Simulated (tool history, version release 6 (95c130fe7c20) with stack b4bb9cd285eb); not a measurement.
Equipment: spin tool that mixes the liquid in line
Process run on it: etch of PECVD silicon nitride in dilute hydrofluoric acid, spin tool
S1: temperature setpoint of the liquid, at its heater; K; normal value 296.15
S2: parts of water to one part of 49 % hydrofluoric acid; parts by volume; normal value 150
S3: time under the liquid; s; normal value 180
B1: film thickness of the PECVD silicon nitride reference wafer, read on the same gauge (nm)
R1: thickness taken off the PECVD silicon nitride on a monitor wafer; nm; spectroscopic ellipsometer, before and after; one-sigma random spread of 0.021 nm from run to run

run,hour,S1,S2,S3,B1,R1
1,0.0,296.15,195,130,60.008,1.518
2,103.0,292.65,150,180,59.993,2.164
3,249.5,296.15,150,180,59.997,2.702
4,335.0,296.15,150,180,59.977,2.689
5,427.2,296.15,150,180,59.985,2.674
6,527.0,296.15,150,180,59.998,2.705
# hour 577.4: hydrofluoric acid flow meter replaced
7,625.7,296.15,150,130,60.013,2.065
8,904.3,296.15,150,130,60.010,2.036
9,989.0,296.15,150,180,60.009,2.774
# hour 1017.7: gauge calibrated
# hour 1043.6: thermometer replaced
10,1090.3,296.15,90,110,59.972,2.809
11,1134.1,291.15,210,270,59.992,2.153
12,1212.7,296.15,150,180,59.959,2.748
13,1260.9,293.65,200,85,60.034,0.833
14,1313.9,299.15,150,180,59.992,3.310
15,1352.9,296.15,205,180,60.013,2.015
16,1399.6,296.15,150,110,60.030,1.705
17,1436.7,296.15,150,180,59.996,2.742
18,1475.7,301.15,225,275,60.007,3.886
19,1557.6,291.65,200,125,59.963,1.059

Branching from run 19: 5 alternative next runs. What would each branch give?
A,1558.1,296.15,150,180,?,?
B,1558.1,291.15,185,210,?,?
C,1558.1,294.15,210,270,?,?
D,1558.1,297.65,125,180,?,?
E,1558.1,293.15,225,80,?,?

run,B1,R1
A,60.013,2.765
B,60.013,1.890
C,60.013,2.619
D,60.013,3.650
E,60.013,0.680
With no hidden state in the tool, these same runs would have given:
run,R1
A,2.838
B,1.939
C,2.687
D,3.746
E,0.698

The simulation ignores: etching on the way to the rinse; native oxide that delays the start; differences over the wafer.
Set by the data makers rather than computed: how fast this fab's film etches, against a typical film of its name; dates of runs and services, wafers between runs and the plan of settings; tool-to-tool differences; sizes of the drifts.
